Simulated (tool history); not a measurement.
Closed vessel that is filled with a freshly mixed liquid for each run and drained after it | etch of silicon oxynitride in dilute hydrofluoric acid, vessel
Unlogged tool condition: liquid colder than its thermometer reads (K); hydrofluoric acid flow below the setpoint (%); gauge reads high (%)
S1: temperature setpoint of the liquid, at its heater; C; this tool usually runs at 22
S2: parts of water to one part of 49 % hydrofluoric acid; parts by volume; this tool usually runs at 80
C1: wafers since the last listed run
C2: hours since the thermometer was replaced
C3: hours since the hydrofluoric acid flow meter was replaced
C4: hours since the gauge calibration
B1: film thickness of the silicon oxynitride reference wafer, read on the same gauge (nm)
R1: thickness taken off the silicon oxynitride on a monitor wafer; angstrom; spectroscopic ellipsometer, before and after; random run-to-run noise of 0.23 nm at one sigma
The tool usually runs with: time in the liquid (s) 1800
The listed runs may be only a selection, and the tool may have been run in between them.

{"run": 1, "hour": 0.0, "S1": 22, "S2": 110, "time in the liquid (s)": 1800, "C1": 0, "C2": 1411.7, "C3": 520.5, "C4": 132.1, "B1": 80, "R1": 199.3}
{"run": 2, "hour": 33.2, "S1": 22, "S2": 110, "time in the liquid (s)": 1800, "C1": 1147, "C2": 1444.9, "C3": 553.7, "C4": 165.3, "B1": 80, "R1": 197.2}
{"run": 3, "hour": 57.1, "S1": 22, "S2": 110, "time in the liquid (s)": 1800, "C1": 826, "C2": 1468.8, "C3": 577.6, "C4": 189.2, "B1": 80, "R1": 200.9}
{"run": 4, "hour": 90.7, "S1": 22, "S2": 105, "time in the liquid (s)": 1800, "C1": 1161, "C2": 1502.4, "C3": 611.2, "C4": 222.8, "B1": 80.01, "R1": 205.9}
{"run": 5, "hour": 132.1, "S1": 22, "S2": 105, "time in the liquid (s)": 1800, "C1": 1430, "C2": 1543.8, "C3": 652.6, "C4": 264.2, "B1": 80.01, "R1": 205.3}
{"hour": 145.4, "done": "thermometer replaced"}
{"run": 6, "hour": 150.3, "S1": 20.5, "S2": 105, "time in the liquid (s)": 1800, "C1": 594, "C2": 4.9, "C3": 670.8, "C4": 282.4, "B1": 80.01, "R1": 189.3}
{"run": 7, "hour": 179.2, "S1": 20.5, "S2": 105, "time in the liquid (s)": 1800, "C1": 998, "C2": 33.8, "C3": 699.7, "C4": 311.3, "B1": 80.01, "R1": 190.1}
{"run": 8, "hour": 211.3, "S1": 18, "S2": 50, "time in the liquid (s)": 2535, "C1": 1109, "C2": 65.9, "C3": 731.8, "C4": 343.4, "B1": 80, "R1": 514.4}
{"hour": 224.4, "done": "gauge calibrated"}
{"run": 9, "hour": 225.8, "S1": 22, "S2": 80, "time in the liquid (s)": 1800, "C1": 501, "C2": 80.4, "C3": 746.3, "C4": 1.4, "B1": 80, "R1": 271.4}

Expected results for the next run?
{"hour": 244.1, "done": "hydrofluoric acid flow meter replaced"}
{"run": 10, "hour": 258.8, "S1": 22, "S2": 80, "time in the liquid (s)": 1800, "C1": 1106, "C2": 113.4, "C3": 14.7, "C4": 34.4, "B1": "?", "R1": "?"}

Run 10 gave B1 80.01, R1 307.3 angstrom.
Take away the tool's hidden state, keep the run-to-run variation as it was, and the same run would have given R1 308.7 angstrom.

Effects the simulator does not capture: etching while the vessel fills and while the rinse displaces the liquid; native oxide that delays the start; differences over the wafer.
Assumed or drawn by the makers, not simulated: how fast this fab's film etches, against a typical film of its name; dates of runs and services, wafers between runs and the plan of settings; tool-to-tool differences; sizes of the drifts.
